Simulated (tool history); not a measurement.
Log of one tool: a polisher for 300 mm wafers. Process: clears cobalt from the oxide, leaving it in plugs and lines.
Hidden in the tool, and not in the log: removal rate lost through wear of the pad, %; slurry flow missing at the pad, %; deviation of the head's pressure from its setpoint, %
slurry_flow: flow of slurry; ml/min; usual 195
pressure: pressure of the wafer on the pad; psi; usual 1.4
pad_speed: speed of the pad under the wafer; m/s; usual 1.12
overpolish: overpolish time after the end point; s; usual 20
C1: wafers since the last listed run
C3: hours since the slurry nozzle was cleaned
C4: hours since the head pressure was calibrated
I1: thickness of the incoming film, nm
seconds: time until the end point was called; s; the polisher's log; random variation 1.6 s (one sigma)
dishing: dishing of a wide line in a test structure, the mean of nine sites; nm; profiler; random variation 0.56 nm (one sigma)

Run 1, hour 0: usual settings; C1 0; wafers polished on this pad 272; C3 227.2; C4 439; I1 342.4. Result: seconds 86.4 s, dishing 46.4 nm.
Run 2, hour 24: usual settings but pressure 1.1 psi; C1 113; wafers polished on this pad 386; C3 251.2; C4 463; I1 344.2. Result: seconds 108.2 s, dishing 40.8 nm.
At hour 36.4: slurry nozzle cleaned.
At hour 48.2: worn pad replaced by a new one.
Run 3, hour 48.7: usual settings but pad_speed 1.38 m/s; C1 93; wafers polished on this pad 2; C3 12.3; C4 487.7; I1 351.7. Result: seconds 69.4 s, dishing 51.6 nm.
Run 4, hour 62.1: usual settings but pad_speed 1.38 m/s; C1 63; wafers polished on this pad 65; C3 25.7; C4 501.1; I1 348.3. Result: seconds 67.6 s, dishing 51.1 nm.
Run 5, hour 85.8: usual settings but pad_speed 1.38 m/s; C1 112; wafers polished on this pad 177; C3 49.4; C4 524.8; I1 340.5. Result: seconds 65.1 s, dishing 49.7 nm.
Run 6, hour 115.8: usual settings but pressure 1.7 psi; C1 141; wafers polished on this pad 319; C3 79.4; C4 554.8; I1 349. Result: seconds 71 s, dishing 50.8 nm.
Run 7, hour 149: usual settings; C1 156; wafers polished on this pad 476; C3 112.6; C4 588; I1 339.7. Result: seconds 87 s, dishing 45.5 nm.
At hour 171.6: worn pad replaced by a new one.
Run 8, hour 180.1: usual settings; C1 128; wafers polished on this pad 40; C3 143.7; C4 619.1; I1 341.7. Result: seconds 78.2 s, dishing 47.1 nm.
At hour 210: head pressure recalibrated.
Run 9, hour 210.8: usual settings but overpolish 18 s; C1 135; wafers polished on this pad 176; C3 174.4; C4 0.8; I1 345.1. Result: seconds 91.1 s, dishing 42 nm.
Run 10, hour 245.8: usual settings but pressure 1.2 psi, pad_speed 1.5 m/s, overpolish 13 s; C1 165; wafers polished on this pad 341; C3 209.4; C4 35.8; I1 343.7. Result: seconds 82.1 s, dishing 37.3 nm.
Run 11, hour 268.3: usual settings; C1 106; wafers polished on this pad 447; C3 231.9; C4 58.3; I1 346.5. Result: seconds 95.8 s, dishing 42.9 nm.
At hour 293: slurry nozzle cleaned.
Run 12, hour 297.7: usual settings but slurry_flow 220 ml/min, pressure 1.2 psi, pad_speed 1.32 m/s; C1 134; wafers polished on this pad 582; C3 4.7; C4 87.7; I1 344.1. Result: seconds 96.9 s, dishing 43.2 nm.
At hour 302.1: worn pad replaced by a new one.
Run 13, hour 321.3: usual settings but slurry_flow 140 ml/min, pressure 1.2 psi, pad_speed 1.02 m/s, overpolish 9 s; C1 92; wafers polished on this pad 90; C3 28.3; C4 111.3; I1 348.7. Result: seconds 121.6 s, dishing 22.2 nm.
Run 14, hour 334: usual settings; C1 60; wafers polished on this pad 150; C3 41; C4 124; I1 345.2. Result: seconds 92.2 s, dishing 45.4 nm.
Run 15, hour 359.2: usual settings but pressure 1.6 psi, pad_speed 1.46 m/s; C1 119; wafers polished on this pad 269; C3 66.2; C4 149.2; I1 345.4. Result: seconds 61.4 s, dishing 51.3 nm.
Run 16, hour 376.4: usual settings but slurry_flow 150 ml/min, pad_speed 1.32 m/s; C1 81; wafers polished on this pad 351; C3 83.4; C4 166.4; I1 346.1. Result: seconds 79.1 s, dishing 46.8 nm.
Run 17, hour 401.7: usual settings but slurry_flow 220 ml/min, pressure 1.6 psi, pad_speed 1.24 m/s, overpolish 24 s; C1 119; wafers polished on this pad 470; C3 108.7; C4 191.7; I1 344.5. Result: seconds 74.7 s, dishing 51.8 nm.
Run 18, hour 429.7: usual settings; C1 132; wafers polished on this pad 603; C3 136.7; C4 219.7; I1 340.9. Result: seconds 98 s, dishing 41.9 nm.
At hour 441.2: worn pad replaced by a new one.
Run 19, hour 457.5: usual settings but slurry_flow 245 ml/min, pressure 1 psi, pad_speed 1.38 m/s; C1 112; wafers polished on this pad 77; C3 164.5; C4 247.5; I1 351.3. Result: seconds 97 s, dishing 44.1 nm.

5 ways to go on from here, each from the tool as it stands after run 19. What would each give?
Run A, hour 458: usual settings; C1 2; wafers polished on this pad 79; C3 165; C4 248; I1 343.9. Result: seconds ?, dishing ?.
Run B, hour 458: usual settings but pressure 1.2 psi, pad_speed 1.44 m/s, overpolish 27 s; C1 2; wafers polished on this pad 79; C3 165; C4 248; I1 343.9. Result: seconds ?, dishing ?.
Run C, hour 458: usual settings but slurry_flow 240 ml/min, pressure 0.9 psi, pad_speed 0.86 m/s; C1 2; wafers polished on this pad 79; C3 165; C4 248; I1 343.9. Result: seconds ?, dishing ?.
Run D, hour 458: usual settings but pressure 1 psi; C1 2; wafers polished on this pad 79; C3 165; C4 248; I1 343.9. Result: seconds ?, dishing ?.
Run E, hour 458: usual settings but slurry_flow 140 ml/min, pressure 1.2 psi, pad_speed 0.84 m/s, overpolish 10 s; C1 2; wafers polished on this pad 79; C3 165; C4 248; I1 343.9. Result: seconds ?, dishing ?.

run  seconds  dishing
  A     84.5     45.2
  B     76.7     52.4
  C      167     30.6
  D    118.3       38
  E    138.2     20.9
Without the tool's hidden state the same runs would have given:
run  seconds  dishing
  A     93.2     43.1
  B     84.6     50.9
  C    184.2     28.6
  D    130.5     35.9
  E    152.5     19.3

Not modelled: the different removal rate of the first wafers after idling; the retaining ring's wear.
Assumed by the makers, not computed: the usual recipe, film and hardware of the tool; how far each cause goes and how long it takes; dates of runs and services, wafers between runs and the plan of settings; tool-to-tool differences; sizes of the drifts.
